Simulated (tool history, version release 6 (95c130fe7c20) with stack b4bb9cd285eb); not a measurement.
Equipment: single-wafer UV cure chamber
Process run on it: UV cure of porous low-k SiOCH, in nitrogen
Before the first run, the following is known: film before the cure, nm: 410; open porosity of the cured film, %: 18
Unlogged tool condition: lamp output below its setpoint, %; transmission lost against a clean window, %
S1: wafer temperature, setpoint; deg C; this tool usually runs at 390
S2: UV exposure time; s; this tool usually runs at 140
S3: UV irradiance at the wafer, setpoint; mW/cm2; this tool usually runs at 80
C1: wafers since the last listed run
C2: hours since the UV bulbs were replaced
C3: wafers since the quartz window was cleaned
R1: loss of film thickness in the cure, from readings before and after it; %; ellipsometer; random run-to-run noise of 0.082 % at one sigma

run    hour   S1   S2   S3    C1      C2    C3     R1
  1       0  390  140   80     0  1756.4  1736  6.504
  2      27  390  140   80   209  1783.4  1946  6.293
  3    62.5  390  140   80   276  1818.9  2222  6.378
       79.4  -- quartz window cleaned
  4   265.1  390  140   80  1513  2021.5  1444   6.61
  5   323.9  390  140   80   457  2080.3  1901   6.34
  6   389.5  390  140  109   510  2145.9  2411   7.48
      406.6  -- quartz window cleaned
  7   415.8  390  140  109   142  2172.2    71  8.033
      439.5  -- UV bulbs replaced
  8     451  390  140   80   211    11.5   282  7.569
  9   499.9  390  140   80   380    60.4   663  7.654
 10   526.8  390  140   80   209    87.3   872  7.372
 11   571.8  390  140   80   349   132.3  1222  7.291
 12   636.6  390  140   80   503   197.1  1726  7.221
 13   694.7  401  140   48   451   255.2  2177  5.491
 14   755.9  390  140   80   475   316.4  2653  6.986
      792.8  -- quartz window cleaned
 15   847.3  407   60   46   648   407.8   423  2.982
 16   876.5  390  140   80   227     437   650  7.464
 17     902  390  140   80   198   462.5   848  7.232
 18   951.3  407   75   60   383   511.8  1232  4.204
 19   999.4  390  215   93   374   559.9  1606  9.344
 20  1063.6  400  175  103   499   624.1  2105  9.064
 21  1130.4  390  140  109   519   690.9  2624  8.149
     1140.7  -- quartz window cleaned
 22  1167.8  390  190  102   228   728.3   210  9.749
 23  1236.1  373  140  107   531   796.6   741  8.097

Branching from run 23: 3 alternative next runs. What would each branch give?
  A  1236.6  390  140   80   3  797.1  745   ?
  B  1236.6  390   70  118   3  797.1  745   ?
  C  1236.6  402  140  103   3  797.1  745   ?

run     R1
  A   7.24
  B   6.07
  C  8.451
With the hidden condition removed and each run's random variation left untouched, the same runs would have given:
run     R1
  A  7.806
  B  6.605
  C  9.042

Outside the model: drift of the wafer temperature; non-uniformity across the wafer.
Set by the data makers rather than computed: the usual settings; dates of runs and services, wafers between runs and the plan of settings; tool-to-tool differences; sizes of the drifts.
